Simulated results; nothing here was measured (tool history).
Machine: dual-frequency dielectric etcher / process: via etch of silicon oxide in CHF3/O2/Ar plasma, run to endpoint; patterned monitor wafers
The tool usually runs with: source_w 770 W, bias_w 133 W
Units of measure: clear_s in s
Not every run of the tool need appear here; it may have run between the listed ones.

run,hour,source_w,bias_w,"incoming incoming film thickness, nm",clear_s
1,0,870,126,641.5,282.5
2,90.8,870,126,646.6,285.3
3,181,770,133,640.5,300.2
4,230.3,770,133,643.8,299.9
5,327.1,770,133,641.1,296.8
6,401.5,920,133,647.1,266.3
# hour 450.3: wet clean of the chamber
7,627,770,148,640.6,294.8
8,710.9,860,133,644.2,279.8
# hour 758.8: source power generator calibrated
9,797.3,770,133,644,296.6
10,887.9,640,133,644.5,335.8
# hour 941.1: upper electrode replaced
11,965.5,770,144,641.7,290.7
# hour 990.1: wet clean of the chamber
# hour 1001.3: bias power generator calibrated
12,1045.7,910,133,642.2,272.6
13,1095.9,860,120,645.7,285.5
14,1169.2,910,108,652.3,282.6
15,1252.2,850,164,643.4,272.4

Consider 4 possible next runs. They are alternatives, not a sequence: every one starts from the tool as it was left by run 15. What does each give?
A,1252.7,770,133,641.5,?
B,1252.7,870,133,641.5,?
C,1252.7,770,114,641.5,?
D,1252.7,670,110,641.5,?

run,clear_s
A,297.4
B,276.6
C,304.2
D,334.1
Stripped of hidden state, with their random variation kept, the same runs would have yielded:
run,clear_s
A,300.7
B,279.8
C,307.6
D,337.9

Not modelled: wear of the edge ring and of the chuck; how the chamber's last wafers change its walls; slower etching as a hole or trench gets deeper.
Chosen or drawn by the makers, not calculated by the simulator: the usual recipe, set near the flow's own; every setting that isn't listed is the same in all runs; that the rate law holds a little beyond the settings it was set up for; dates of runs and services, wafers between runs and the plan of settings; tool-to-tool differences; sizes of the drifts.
